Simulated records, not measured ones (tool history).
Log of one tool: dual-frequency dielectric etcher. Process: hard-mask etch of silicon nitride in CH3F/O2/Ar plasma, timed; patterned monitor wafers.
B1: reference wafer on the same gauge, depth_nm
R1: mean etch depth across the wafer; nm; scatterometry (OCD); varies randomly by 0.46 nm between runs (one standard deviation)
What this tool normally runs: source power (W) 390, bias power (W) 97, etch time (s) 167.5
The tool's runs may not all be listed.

run 1 hour=0 | source_power_(W)=420 bias_power_(W)=97 etch_time_(s)=167.5 | B1=113 | R1=126.8
run 2 hour=38.4 | source_power_(W)=420 bias_power_(W)=97 etch_time_(s)=167.5 | B1=112.9 | R1=125.5
run 3 hour=108.8 | source_power_(W)=390 bias_power_(W)=97 etch_time_(s)=167.5 | B1=113 | R1=123.7
run 4 hour=159.1 | source_power_(W)=390 bias_power_(W)=97 etch_time_(s)=167.5 | B1=113.2 | R1=123.5
run 5 hour=207.4 | source_power_(W)=390 bias_power_(W)=97 etch_time_(s)=167.5 | B1=113 | R1=124.4
run 6 hour=301.5 | source_power_(W)=390 bias_power_(W)=97 etch_time_(s)=167.5 | B1=113 | R1=122.7
run 7 hour=363.9 | source_power_(W)=390 bias_power_(W)=97 etch_time_(s)=167.5 | B1=112.9 | R1=123.5
run 8 hour=422.2 | source_power_(W)=390 bias_power_(W)=110 etch_time_(s)=167.5 | B1=112.7 | R1=129.1
run 9 hour=614.7 | source_power_(W)=390 bias_power_(W)=110 etch_time_(s)=167.5 | B1=113 | R1=128.1
run 10 hour=678.2 | source_power_(W)=420 bias_power_(W)=97 etch_time_(s)=148 | B1=113 | R1=111.6
run 11 hour=708 | source_power_(W)=390 bias_power_(W)=97 etch_time_(s)=187 | B1=113.1 | R1=137.8
run 12 hour=776.8 | source_power_(W)=480 bias_power_(W)=97 etch_time_(s)=205.5 | B1=113 | R1=159.9
run 13 hour=850.2 | source_power_(W)=390 bias_power_(W)=118 etch_time_(s)=190 | B1=112.9 | R1=150.2
run 14 hour=870 | source_power_(W)=420 bias_power_(W)=119 etch_time_(s)=196 | B1=113.2 | R1=157.4
run 15 hour=903.8 | source_power_(W)=330 bias_power_(W)=97 etch_time_(s)=167.5 | B1=113.1 | R1=118.6
run 16 hour=969.4 | source_power_(W)=390 bias_power_(W)=97 etch_time_(s)=167.5 | B1=113.1 | R1=123.2
run 17 hour=1032.2 | source_power_(W)=390 bias_power_(W)=97 etch_time_(s)=167.5 | B1=113.1 | R1=123.6
run 18 hour=1080.1 | source_power_(W)=390 bias_power_(W)=110 etch_time_(s)=167.5 | B1=113 | R1=128.6
run 19 hour=1107.3 | source_power_(W)=390 bias_power_(W)=97 etch_time_(s)=167.5 | B1=113 | R1=124
run 20 hour=1152.3 | source_power_(W)=300 bias_power_(W)=77 etch_time_(s)=187.5 | B1=113.1 | R1=120.6
run 21 hour=1192.9 | source_power_(W)=290 bias_power_(W)=90 etch_time_(s)=155 | B1=113.1 | R1=103.3
run 22 hour=1217 | source_power_(W)=390 bias_power_(W)=97 etch_time_(s)=167.5 | B1=113.1 | R1=123.8
run 23 hour=1263.5 | source_power_(W)=420 bias_power_(W)=86 etch_time_(s)=128 | B1=113.1 | R1=92.7
run 24 hour=1322.6 | source_power_(W)=300 bias_power_(W)=109 etch_time_(s)=184.5 | B1=112.8 | R1=132.4
run 25 hour=1348.7 | source_power_(W)=390 bias_power_(W)=97 etch_time_(s)=126 | B1=113 | R1=92.9
run 26 hour=1407.7 | source_power_(W)=390 bias_power_(W)=116 etch_time_(s)=137 | B1=112.9 | R1=107.3
run 27 hour=1438 | source_power_(W)=390 bias_power_(W)=110 etch_time_(s)=167.5 | B1=113 | R1=127.9
run 28 hour=1478.1 | source_power_(W)=390 bias_power_(W)=111 etch_time_(s)=167.5 | B1=113.1 | R1=130
run 29 hour=1527.7 | source_power_(W)=390 bias_power_(W)=97 etch_time_(s)=167.5 | B1=113 | R1=123.7
run 30 hour=1724 | source_power_(W)=330 bias_power_(W)=116 etch_time_(s)=167.5 | B1=113 | R1=125.3

The log once held 7 entries between its listed runs, left out of this copy. Where does each go, and what is different about the tool's unlogged condition between the listed run before it and the listed run after it?
Run 6 -> run 7: wet clean of the chamber (hour 327.4)
  the hidden state is the same at both runs
Run 8 -> run 9: source power generator calibrated (hour 552.4)
  the hidden state is the same at both runs
Run 9 -> run 10: bias power generator calibrated (hour 620.5)
  the hidden state is the same at both runs
Run 12 -> run 13: upper electrode replaced (hour 809.1); wet clean of the chamber (hour 849.7)
  the hidden state is the same at both runs
Run 15 -> run 16: gauge calibrated (hour 920.9)
  the hidden state is the same at both runs
Run 25 -> run 26: wet clean of the chamber (hour 1407.2)
  the hidden state is the same at both runs
